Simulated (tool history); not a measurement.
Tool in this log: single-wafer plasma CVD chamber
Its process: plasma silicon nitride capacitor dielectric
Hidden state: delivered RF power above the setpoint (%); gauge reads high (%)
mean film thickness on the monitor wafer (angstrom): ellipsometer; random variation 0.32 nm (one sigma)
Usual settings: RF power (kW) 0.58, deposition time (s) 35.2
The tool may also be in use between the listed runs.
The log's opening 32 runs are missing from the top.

| run | hour | RF power (kW) | deposition time (s) | wafers since the last listed run | hours since the last RF generator calibration | hours since the showerhead was replaced | hours since the gauge calibration | read-back reference wafer on the same gauge, thickness_nm | mean film thickness on the monitor wafer (angstrom) |
|---|---|---|---|---|---|---|---|---|---|
| 33 | 733.5 | 0.62 | 40 | 231 | 203.1 | 345 | 401.9 | 53.879 | 636.55 |
| 34 | 756 | 0.515 | 35.2 | 407 | 225.6 | 367.5 | 424.4 | 53.98 | 534.26 |
| 35 | 782.9 | 0.58 | 35.2 | 487 | 252.5 | 394.4 | 451.3 | 53.952 | 552.57 |
| 36 | 813.2 | 0.645 | 35.2 | 548 | 282.8 | 424.7 | 481.6 | 53.874 | 572.01 |
| 37 | 832.8 | 0.58 | 35.2 | 354 | 302.4 | 444.3 | 501.2 | 53.822 | 551.91 |
| 38 | 853.5 | 0.58 | 35.2 | 374 | 323.1 | 465 | 521.9 | 53.707 | 548.7 |
| 39 | 866.4 | 0.68 | 40.2 | 233 | 336 | 477.9 | 534.8 | 53.733 | 653.95 |
| 40 | 898.8 | 0.63 | 28.6 | 586 | 368.4 | 510.3 | 567.2 | 53.625 | 459.53 |
| 41 | 921 | 0.67 | 37.8 | 401 | 390.6 | 532.5 | 589.4 | 53.555 | 607.79 |
| 42 | 952.8 | 0.58 | 33.1 | 575 | 422.4 | 564.3 | 621.2 | 53.467 | 518.88 |
| 43 | 983.1 | 0.52 | 38.2 | 548 | 452.7 | 594.6 | 651.5 | 53.42 | 579.05 |
| 44 | 1002.8 | 0.58 | 30.7 | 356 | 472.4 | 614.3 | 671.2 | 53.353 | 480.81 |

Here are 4 independent what-if runs from the current tool condition. What would each one return?
| A | 1003.2 | 0.66 | 35.2 | 7 | 472.8 | 614.7 | 671.6 | ? | ? |
| B | 1003.2 | 0.645 | 42.2 | 7 | 472.8 | 614.7 | 671.6 | ? | ? |
| C | 1003.2 | 0.47 | 37.2 | 7 | 472.8 | 614.7 | 671.6 | ? | ? |
| D | 1003.2 | 0.58 | 40.1 | 7 | 472.8 | 614.7 | 671.6 | ? | ? |

| run | read-back reference wafer on the same gauge, thickness_nm | mean film thickness on the monitor wafer (angstrom) |
|---|---|---|
| A | 53.308 | 563.7 |
| B | 53.308 | 671.82 |
| C | 53.308 | 547.18 |
| D | 53.308 | 621.38 |
Take away the tool's hidden state, keep each run's random variation, and the runs would have read:
| run | mean film thickness on the monitor wafer (angstrom) |
|---|---|
| A | 582.02 |
| B | 693.66 |
| C | 564.96 |
| D | 641.57 |

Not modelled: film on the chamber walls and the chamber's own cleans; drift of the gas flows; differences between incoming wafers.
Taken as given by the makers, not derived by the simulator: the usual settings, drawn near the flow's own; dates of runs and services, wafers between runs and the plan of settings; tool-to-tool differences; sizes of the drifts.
